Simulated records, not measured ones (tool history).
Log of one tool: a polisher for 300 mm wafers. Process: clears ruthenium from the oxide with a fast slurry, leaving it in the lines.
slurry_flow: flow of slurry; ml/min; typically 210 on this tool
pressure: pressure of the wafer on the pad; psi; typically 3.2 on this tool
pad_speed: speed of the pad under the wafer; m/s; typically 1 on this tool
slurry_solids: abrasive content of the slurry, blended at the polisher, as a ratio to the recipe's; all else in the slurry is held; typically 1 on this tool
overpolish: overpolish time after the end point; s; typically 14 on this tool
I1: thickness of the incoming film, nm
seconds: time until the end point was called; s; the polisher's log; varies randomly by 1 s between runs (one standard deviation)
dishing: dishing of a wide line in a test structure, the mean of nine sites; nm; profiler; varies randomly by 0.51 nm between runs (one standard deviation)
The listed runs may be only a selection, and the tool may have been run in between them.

{"run": 1, "hour": 0.0, "slurry_flow": 210, "pressure": 3.2, "pad_speed": 1, "slurry_solids": 1, "overpolish": 14, "I1": 257.7, "seconds": 55.7, "dishing": 46.7}
{"run": 2, "hour": 10.9, "slurry_flow": 210, "pressure": 3.2, "pad_speed": 1, "slurry_solids": 1, "overpolish": 19, "I1": 262.1, "seconds": 56.1, "dishing": 60.6}
{"run": 3, "hour": 24.3, "slurry_flow": 210, "pressure": 3.2, "pad_speed": 1, "slurry_solids": 1, "overpolish": 19, "I1": 263.8, "seconds": 55.7, "dishing": 60.9}
{"run": 4, "hour": 32.9, "slurry_flow": 210, "pressure": 3.2, "pad_speed": 1, "slurry_solids": 1, "overpolish": 14, "I1": 260.8, "seconds": 58, "dishing": 46.8}
{"run": 5, "hour": 44.8, "slurry_flow": 210, "pressure": 3.2, "pad_speed": 1, "slurry_solids": 1, "overpolish": 14, "I1": 255.5, "seconds": 54.7, "dishing": 45.9}
{"run": 6, "hour": 51.0, "slurry_flow": 180, "pressure": 3.2, "pad_speed": 1, "slurry_solids": 1, "overpolish": 14, "I1": 260.6, "seconds": 55.9, "dishing": 45.4}
{"run": 7, "hour": 68.6, "slurry_flow": 180, "pressure": 3.2, "pad_speed": 1, "slurry_solids": 1, "overpolish": 14, "I1": 263.2, "seconds": 58.5, "dishing": 45.2}
{"run": 8, "hour": 80.8, "slurry_flow": 225, "pressure": 3.2, "pad_speed": 1, "slurry_solids": 1, "overpolish": 14, "I1": 259.1, "seconds": 58, "dishing": 46.1}
{"hour": 87.7, "done": "slurry nozzle cleaned"}
{"run": 9, "hour": 89.4, "slurry_flow": 210, "pressure": 3.2, "pad_speed": 1, "slurry_solids": 1, "overpolish": 14, "I1": 263.3, "seconds": 56.7, "dishing": 44.3}
{"run": 10, "hour": 102.2, "slurry_flow": 245, "pressure": 3.8, "pad_speed": 1, "slurry_solids": 1, "overpolish": 14, "I1": 261.6, "seconds": 48.8, "dishing": 53.3}
{"run": 11, "hour": 116.4, "slurry_flow": 210, "pressure": 2.2, "pad_speed": 1, "slurry_solids": 1, "overpolish": 14, "I1": 262.1, "seconds": 83.4, "dishing": 31.8}
{"run": 12, "hour": 122.6, "slurry_flow": 210, "pressure": 3.2, "pad_speed": 1, "slurry_solids": 1, "overpolish": 14, "I1": 259.5, "seconds": 58.8, "dishing": 44.1}
{"run": 13, "hour": 129.0, "slurry_flow": 210, "pressure": 3.2, "pad_speed": 0.66, "slurry_solids": 1, "overpolish": 20, "I1": 262.5, "seconds": 77.2, "dishing": 48.6}
{"hour": 134.5, "done": "worn pad replaced by a new one"}
{"hour": 135.6, "done": "head pressure recalibrated"}
{"run": 14, "hour": 139.3, "slurry_flow": 210, "pressure": 3.2, "pad_speed": 1, "slurry_solids": 1.15, "overpolish": 10, "I1": 264.6, "seconds": 51.6, "dishing": 36.8}
{"run": 15, "hour": 151.4, "slurry_flow": 180, "pressure": 3.2, "pad_speed": 1, "slurry_solids": 1, "overpolish": 14, "I1": 258.2, "seconds": 57.6, "dishing": 44.6}
{"run": 16, "hour": 160.2, "slurry_flow": 210, "pressure": 3.2, "pad_speed": 1, "slurry_solids": 1, "overpolish": 14, "I1": 259.5, "seconds": 56, "dishing": 46.4}
{"hour": 164.1, "done": "slurry blender recalibrated"}
{"run": 17, "hour": 178.0, "slurry_flow": 210, "pressure": 3.2, "pad_speed": 1, "slurry_solids": 1, "overpolish": 14, "I1": 260.5, "seconds": 55.8, "dishing": 45.8}
{"run": 18, "hour": 190.9, "slurry_flow": 190, "pressure": 3.2, "pad_speed": 1.2, "slurry_solids": 1, "overpolish": 14, "I1": 258.7, "seconds": 51.3, "dishing": 50.5}
{"run": 19, "hour": 206.0, "slurry_flow": 210, "pressure": 3.2, "pad_speed": 1, "slurry_solids": 1, "overpolish": 18, "I1": 263.2, "seconds": 58.3, "dishing": 56.7}

3 options for the next run, each taken on its own from the tool as it stands now. Forecast them:
{"run": "A", "hour": 206.4, "slurry_flow": 210, "pressure": 3.2, "pad_speed": 1, "slurry_solids": 1, "overpolish": 14, "I1": 261.1, "seconds": "?", "dishing": "?"}
{"run": "B", "hour": 206.4, "slurry_flow": 210, "pressure": 3.2, "pad_speed": 1, "slurry_solids": 1.15, "overpolish": 11, "I1": 261.1, "seconds": "?", "dishing": "?"}
{"run": "C", "hour": 206.4, "slurry_flow": 210, "pressure": 4.2, "pad_speed": 1, "slurry_solids": 1.3, "overpolish": 21, "I1": 261.1, "seconds": "?", "dishing": "?"}

run=A seconds=57.4 dishing=45.8
run=B seconds=52.9 dishing=39.6
run=C seconds=37.9 dishing=91.9
Had the tool no hidden state, the same runs would have come out as:
run=A seconds=56.3 dishing=46.6
run=B seconds=51.9 dishing=40.3
run=C seconds=37.2 dishing=93.4
